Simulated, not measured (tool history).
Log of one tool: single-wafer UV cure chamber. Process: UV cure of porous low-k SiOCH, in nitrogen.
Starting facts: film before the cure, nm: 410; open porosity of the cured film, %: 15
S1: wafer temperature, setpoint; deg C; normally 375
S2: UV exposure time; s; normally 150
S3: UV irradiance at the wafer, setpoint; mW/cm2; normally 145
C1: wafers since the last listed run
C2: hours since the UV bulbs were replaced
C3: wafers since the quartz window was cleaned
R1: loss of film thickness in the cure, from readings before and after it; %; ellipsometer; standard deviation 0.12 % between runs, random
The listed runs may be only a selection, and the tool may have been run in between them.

Run 1, hour 0: usual settings but S3 114 mW/cm2; C1 0; C2 2493; C3 811. Result: R1 9.243 %.
Run 2, hour 10.8: usual settings but S3 114 mW/cm2; C1 142; C2 2503.8; C3 954. Result: R1 9.168 %.
Run 3, hour 23.5: usual settings but S3 129 mW/cm2; C1 168; C2 2516.5; C3 1122. Result: R1 9.664 %.
Run 4, hour 40: usual settings but S3 129 mW/cm2; C1 218; C2 2533; C3 1340. Result: R1 9.563 %.
Run 5, hour 46.4: usual settings but S1 388 deg C; C1 84; C2 2539.4; C3 1425. Result: R1 10.214 %.
At hour 88.9: quartz window cleaned.
At hour 93.1: UV bulbs replaced.
Run 6, hour 93.6: usual settings but S1 384 deg C, S2 125 s; C1 463; C2 0.5; C3 7. Result: R1 9.73 %.
Run 7, hour 99.9: usual settings but S1 384 deg C, S2 125 s; C1 83; C2 6.8; C3 90. Result: R1 9.932 %.
Run 8, hour 116.7: usual settings; C1 222; C2 23.6; C3 312. Result: R1 10.247 %.
Run 9, hour 126.3: usual settings; C1 127; C2 33.2; C3 439. Result: R1 10.346 %.
Run 10, hour 144.3: usual settings but S2 220 s; C1 238; C2 51.2; C3 677. Result: R1 12.301 %.
Run 11, hour 161.9: usual settings but S1 363 deg C, S3 166 mW/cm2; C1 232; C2 68.8; C3 910. Result: R1 10.691 %.
Run 12, hour 174.7: usual settings but S1 393 deg C, S3 117 mW/cm2; C1 169; C2 81.6; C3 1080. Result: R1 9.613 %.
Run 13, hour 183.7: usual settings but S1 383 deg C, S2 110 s, S3 173 mW/cm2; C1 119; C2 90.6; C3 1199. Result: R1 9.668 %.
Run 14, hour 198.4: usual settings; C1 194; C2 105.3; C3 1393. Result: R1 10.072 %.
Run 15, hour 211.8: usual settings but S1 393 deg C; C1 177; C2 118.7; C3 1570. Result: R1 10.281 %.
At hour 230.9: quartz window cleaned.
Run 16, hour 231.4: usual settings but S1 386 deg C; C1 153; C2 138.3; C3 6. Result: R1 10.579 %.
Run 17, hour 234.9: usual settings but S2 110 s, S3 185 mW/cm2; C1 46; C2 141.8; C3 52. Result: R1 10.002 %.

Across each entry between runs, compare the hidden state at the last listed run before it with the hidden state at the first listed run after it:
From run 5 to run 6: quartz window cleaned (hour 88.9); UV bulbs replaced (hour 93.1)
  transmission lost against a clean window, %: 7.82 -> 0.445
  the result without the hidden state subtracted from the measured one, R1: -0.365 -> -0.019 %
From run 15 to run 16: quartz window cleaned (hour 230.9)
  transmission lost against a clean window, %: 10.2 -> 4.47
  the result without the hidden state subtracted from the measured one, R1: -0.485 -> -0.21 %

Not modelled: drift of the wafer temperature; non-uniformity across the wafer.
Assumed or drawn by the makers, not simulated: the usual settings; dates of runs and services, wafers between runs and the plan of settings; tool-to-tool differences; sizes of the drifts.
